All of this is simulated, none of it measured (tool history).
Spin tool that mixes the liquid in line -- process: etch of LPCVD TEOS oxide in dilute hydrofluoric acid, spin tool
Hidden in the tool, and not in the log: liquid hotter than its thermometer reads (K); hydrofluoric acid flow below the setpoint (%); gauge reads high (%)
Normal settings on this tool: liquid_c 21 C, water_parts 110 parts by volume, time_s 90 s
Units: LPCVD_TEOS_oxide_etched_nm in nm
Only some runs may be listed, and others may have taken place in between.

run,hour,liquid_c,water_parts,time_s,wafers since the last listed run,hours since the thermometer was replaced,hours since the hydrofluoric acid flow meter was replaced,hours since the gauge calibration,"read-back film thickness of the LPCVD TEOS oxide reference wafer, read on the same gauge (nm)",LPCVD_TEOS_oxide_etched_nm
1,0,24.5,110,90,0,580.4,57.2,2112,60,27.84
2,80.5,21,75,120,855,660.9,137.7,2192.5,59.99,48.72
3,167,21,75,120,919,747.4,224.2,2279,60,49.35
4,260.5,21,75,120,993,840.9,317.7,2372.5,60.01,48.66
5,345.4,21,110,105,902,925.8,402.6,2457.4,59.96,27.96
6,449.7,17,110,90,1108,1030.1,506.9,2561.7,60.02,20.06
7,549.4,21,110,90,1059,1129.8,606.6,2661.4,60.06,23.37
8,649.5,21,110,90,1064,1229.9,706.7,2761.5,60.03,23.1
# hour 761: thermometer replaced
9,905.3,21,110,90,2708,144.3,962.5,3017.3,60.02,23.08
10,971.8,21,110,70,706,210.8,1029,3083.8,60.04,18.15
# hour 1038.9: gauge calibrated
11,1075.4,21,110,90,1101,314.4,1132.6,36.5,60.02,23
# hour 1084.9: hydrofluoric acid flow meter replaced
12,1144.9,21,110,90,728,383.9,60,106,59.97,24.11
13,1189.3,21,110,90,471,428.3,104.4,150.4,59.96,23.49
14,1296,19.5,110,90,1134,535,211.1,257.1,59.99,22.5
15,1396.4,25,55,65,1067,635.4,311.5,357.5,59.98,43.5
16,1454,21,110,115,612,693,369.1,415.1,59.98,30.74
17,1655.6,25.5,125,90,2142,894.6,570.7,616.7,60.01,24.16
18,1737,25,90,90,865,976,652.1,698.1,60.05,33.97
19,1815.5,21,110,90,834,1054.5,730.6,776.6,59.99,23.68
20,1901.4,21,110,90,913,1140.4,816.5,862.5,59.99,23.45
21,1962.8,21,110,90,652,1201.8,877.9,923.9,59.99,23.13
# hour 2027.5: thermometer replaced
22,2029.6,25,110,125,699,2.1,944.7,990.7,60,37.33
# hour 2103.7: hydrofluoric acid flow meter replaced
23,2105.1,21,165,90,791,77.6,1.4,1066.2,60.05,15.22
24,2180.1,21,110,90,797,152.6,76.4,1141.2,59.99,24.5
25,2252.2,21,60,90,766,224.7,148.5,1213.3,60,47.03
26,2347.6,24.5,110,90,1014,320.1,243.9,1308.7,60.01,27.77
27,2446.8,18,65,90,1054,419.3,343.1,1407.9,60,37.54
28,2508.4,22.5,110,90,654,480.9,404.7,1469.5,59.99,25.26
29,2556.3,21,110,90,509,528.8,452.6,1517.4,60.01,23.72
30,2752.2,23.5,160,115,2082,724.7,648.5,1713.3,60,21.97
31,2801.6,25,145,115,525,774.1,697.9,1762.7,59.97,26.06
32,2841.1,23,145,120,419,813.6,737.4,1802.2,59.99,24.84

What if the next run were any one of these 5? Each begins from the tool's condition after run 32:
A,2841.5,26,110,90,4,814,737.8,1802.6,?,?
B,2841.5,19.5,150,90,4,814,737.8,1802.6,?,?
C,2841.5,25,95,90,4,814,737.8,1802.6,?,?
D,2841.5,23,145,70,4,814,737.8,1802.6,?,?
E,2841.5,17.5,60,145,4,814,737.8,1802.6,?,?

run,"read-back film thickness of the LPCVD TEOS oxide reference wafer, read on the same gauge (nm)",LPCVD_TEOS_oxide_etched_nm
A,59.98,28.17
B,59.98,15.28
C,59.98,31.99
D,59.98,14.18
E,59.98,62.55
Had the tool no hidden state, the same runs would have come out as:
run,LPCVD_TEOS_oxide_etched_nm
A,29.22
B,15.86
C,33.17
D,14.73
E,64.75

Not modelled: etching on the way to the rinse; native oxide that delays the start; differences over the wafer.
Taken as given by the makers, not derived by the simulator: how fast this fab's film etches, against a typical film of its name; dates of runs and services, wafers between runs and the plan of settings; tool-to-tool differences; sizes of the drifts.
